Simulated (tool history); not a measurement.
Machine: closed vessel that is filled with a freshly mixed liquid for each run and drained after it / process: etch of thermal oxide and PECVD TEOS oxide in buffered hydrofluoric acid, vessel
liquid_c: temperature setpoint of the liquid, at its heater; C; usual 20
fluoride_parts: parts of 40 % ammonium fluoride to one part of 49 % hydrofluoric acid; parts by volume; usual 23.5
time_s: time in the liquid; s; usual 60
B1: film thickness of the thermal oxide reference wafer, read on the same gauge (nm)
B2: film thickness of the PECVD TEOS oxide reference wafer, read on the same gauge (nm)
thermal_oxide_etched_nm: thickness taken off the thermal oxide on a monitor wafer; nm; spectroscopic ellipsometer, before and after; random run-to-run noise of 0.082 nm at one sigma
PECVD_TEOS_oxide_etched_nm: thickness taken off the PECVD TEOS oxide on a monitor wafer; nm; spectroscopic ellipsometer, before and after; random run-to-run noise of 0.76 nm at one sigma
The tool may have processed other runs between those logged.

run 1 hour=0 | liquid_c=20 fluoride_parts=23.5 time_s=60 | B1=49.97 B2=59.98 | thermal_oxide_etched_nm=27.84 PECVD_TEOS_oxide_etched_nm=88.02
run 2 hour=7.2 | liquid_c=20 fluoride_parts=23.5 time_s=60 | B1=49.99 B2=60.03 | thermal_oxide_etched_nm=27.83 PECVD_TEOS_oxide_etched_nm=86.13
run 3 hour=18.3 | liquid_c=20 fluoride_parts=23.5 time_s=60 | B1=49.98 B2=60 | thermal_oxide_etched_nm=28 PECVD_TEOS_oxide_etched_nm=85.41
run 4 hour=32.6 | liquid_c=20 fluoride_parts=23.5 time_s=60 | B1=49.98 B2=59.98 | thermal_oxide_etched_nm=27.97 PECVD_TEOS_oxide_etched_nm=86.76
run 5 hour=48.3 | liquid_c=23.5 fluoride_parts=23.5 time_s=75 | B1=49.99 B2=60.02 | thermal_oxide_etched_nm=42.69 PECVD_TEOS_oxide_etched_nm=130.88
run 6 hour=61.3 | liquid_c=23.5 fluoride_parts=23.5 time_s=75 | B1=50.01 B2=60.02 | thermal_oxide_etched_nm=42.4 PECVD_TEOS_oxide_etched_nm=133.51
run 7 hour=68.4 | liquid_c=23.5 fluoride_parts=23.5 time_s=75 | B1=50 B2=59.99 | thermal_oxide_etched_nm=42.62 PECVD_TEOS_oxide_etched_nm=134.25
run 8 hour=79.2 | liquid_c=20 fluoride_parts=23.5 time_s=60 | B1=50.02 B2=60 | thermal_oxide_etched_nm=28.01 PECVD_TEOS_oxide_etched_nm=89.54
run 9 hour=93.1 | liquid_c=17.5 fluoride_parts=23.5 time_s=60 | B1=50.01 B2=60.02 | thermal_oxide_etched_nm=24.31 PECVD_TEOS_oxide_etched_nm=76.14
-- hour=100.4 thermometer replaced
-- hour=100.4 gauge calibrated
run 10 hour=105.4 | liquid_c=20 fluoride_parts=28.5 time_s=60 | B1=49.96 B2=60.04 | thermal_oxide_etched_nm=24.5 PECVD_TEOS_oxide_etched_nm=75.72
run 11 hour=115.4 | liquid_c=18 fluoride_parts=30 time_s=60 | B1=49.98 B2=59.97 | thermal_oxide_etched_nm=21.2 PECVD_TEOS_oxide_etched_nm=65.23
run 12 hour=123.1 | liquid_c=20 fluoride_parts=28.5 time_s=60 | B1=49.99 B2=60 | thermal_oxide_etched_nm=24.51 PECVD_TEOS_oxide_etched_nm=76.18
-- hour=125 hydrofluoric acid flow meter replaced
run 13 hour=132.5 | liquid_c=20 fluoride_parts=23.5 time_s=30 | B1=49.99 B2=60.04 | thermal_oxide_etched_nm=13.17 PECVD_TEOS_oxide_etched_nm=41.41
run 14 hour=143.5 | liquid_c=20 fluoride_parts=23.5 time_s=85 | B1=50 B2=60.01 | thermal_oxide_etched_nm=37.16 PECVD_TEOS_oxide_etched_nm=115.01
run 15 hour=160 | liquid_c=20 fluoride_parts=18.5 time_s=60 | B1=49.98 B2=60.03 | thermal_oxide_etched_nm=31.92 PECVD_TEOS_oxide_etched_nm=99.08
run 16 hour=172.5 | liquid_c=20 fluoride_parts=23.5 time_s=60 | B1=50.01 B2=59.94 | thermal_oxide_etched_nm=26.35 PECVD_TEOS_oxide_etched_nm=81.82
run 17 hour=179.3 | liquid_c=21.5 fluoride_parts=23.5 time_s=60 | B1=50.03 B2=59.97 | thermal_oxide_etched_nm=28.7 PECVD_TEOS_oxide_etched_nm=90.49
run 18 hour=193.1 | liquid_c=20 fluoride_parts=23.5 time_s=60 | B1=50 B2=60.01 | thermal_oxide_etched_nm=26.3 PECVD_TEOS_oxide_etched_nm=82.04
run 19 hour=206.6 | liquid_c=18 fluoride_parts=23.5 time_s=45 | B1=50.06 B2=60.02 | thermal_oxide_etched_nm=17.63 PECVD_TEOS_oxide_etched_nm=55.52
run 20 hour=216.9 | liquid_c=21.5 fluoride_parts=28 time_s=60 | B1=50.01 B2=59.97 | thermal_oxide_etched_nm=25.57 PECVD_TEOS_oxide_etched_nm=80.37

Give the tool's hidden conditions for every run:
liquid colder than its thermometer reads (K): 0 on each run
gauge reads high (%): 0 on each run
H1: hydrofluoric acid flow above the setpoint (%)
run=1 H1=10.5
run=2 H1=10.5
run=3 H1=10.7
run=4 H1=10.8
run=5 H1=11
run=6 H1=11.1
run=7 H1=11.2
run=8 H1=11.3
run=9 H1=11.5
run=10 H1=11.6
run=11 H1=11.8
run=12 H1=11.8
run=13 H1=0.898
run=14 H1=1.02
run=15 H1=1.2
run=16 H1=1.34
run=17 H1=1.42
run=18 H1=1.57
run=19 H1=1.72
run=20 H1=1.84
